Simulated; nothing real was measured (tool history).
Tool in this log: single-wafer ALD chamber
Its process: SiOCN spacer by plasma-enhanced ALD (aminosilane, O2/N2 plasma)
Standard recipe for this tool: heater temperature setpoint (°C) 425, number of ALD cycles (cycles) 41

| run | day | heater temperature setpoint (°C) | number of ALD cycles (cycles) | read-back reference wafer on the same gauge, thickness_nm | mean film thickness on the monitor wafer (nm) |
|---|---|---|---|---|---|
| 1 | 0 | 425 | 41 | 2.909 | 2.619 |
| 2 | 1.192 | 425 | 41 | 2.911 | 2.601 |
| 3 | 2.154 | 425 | 41 | 2.91 | 2.621 |
| 4 | 2.892 | 425 | 46 | 2.909 | 2.93 |
| 5 | 4 | 425 | 46 | 2.909 | 2.934 |
| 6 | 5.292 | 425 | 46 | 2.908 | 2.932 |
| 7 | 6.638 | 425 | 38 | 2.911 | 2.432 |
| 8 | 7.542 | 425 | 38 | 2.91 | 2.439 |
| 9 | 8.975 | 432 | 41 | 2.908 | 2.561 |
| 10 | 10.108 | 432 | 41 | 2.91 | 2.568 |
| 11 | 11.346 | 432 | 41 | 2.912 | 2.56 |
| 12 | 12.138 | 425 | 41 | 2.906 | 2.617 |
| 13 | 12.717 | 416 | 47 | 2.91 | 3.122 |
| 14 | 13.492 | 416 | 47 | 2.911 | 3.105 |
| 15 | 14.425 | 437 | 44 | 2.91 | 2.709 |
| 16 | 15.088 | 417 | 34 | 2.91 | 2.249 |
| 17 | 18.542 | 425 | 41 | 2.91 | 2.637 |
|  | 19.596 | gauge calibrated |
| 18 | 19.8 | 425 | 41 | 2.914 | 2.64 |
| 19 | 23.458 | 415 | 46 | 2.911 | 3.072 |
|  | 23.808 | thermocouple changed; heater temperature recalibrated |
| 20 | 24.604 | 425 | 41 | 2.909 | 2.592 |
| 21 | 26.05 | 425 | 41 | 2.907 | 2.581 |
| 22 | 27.1 | 425 | 41 | 2.907 | 2.574 |
| 23 | 28.45 | 425 | 36 | 2.91 | 2.279 |
| 24 | 29.592 | 419 | 41 | 2.911 | 2.637 |
| 25 | 30.442 | 437 | 38 | 2.908 | 2.29 |
| 26 | 31.296 | 414 | 37 | 2.909 | 2.432 |
| 27 | 32.379 | 411 | 46 | 2.913 | 3.048 |
| 28 | 33.538 | 429 | 45 | 2.905 | 2.798 |

4 ways to go on from here, each from the tool as it stands after run 28. What would each give?
| A | 33.558 | 425 | 37 | ? | ? |
| B | 33.558 | 425 | 34 | ? | ? |
| C | 33.558 | 425 | 44 | ? | ? |
| D | 33.558 | 425 | 45 | ? | ? |

| run | read-back reference wafer on the same gauge, thickness_nm | mean film thickness on the monitor wafer (nm) |
|---|---|---|
| A | 2.91 | 2.334 |
| B | 2.91 | 2.144 |
| C | 2.91 | 2.775 |
| D | 2.91 | 2.838 |
With the hidden condition removed and each run's random variation left untouched, the same runs would have given:
| run | mean film thickness on the monitor wafer (nm) |
|---|---|
| A | 2.334 |
| B | 2.144 |
| C | 2.775 |
| D | 2.838 |

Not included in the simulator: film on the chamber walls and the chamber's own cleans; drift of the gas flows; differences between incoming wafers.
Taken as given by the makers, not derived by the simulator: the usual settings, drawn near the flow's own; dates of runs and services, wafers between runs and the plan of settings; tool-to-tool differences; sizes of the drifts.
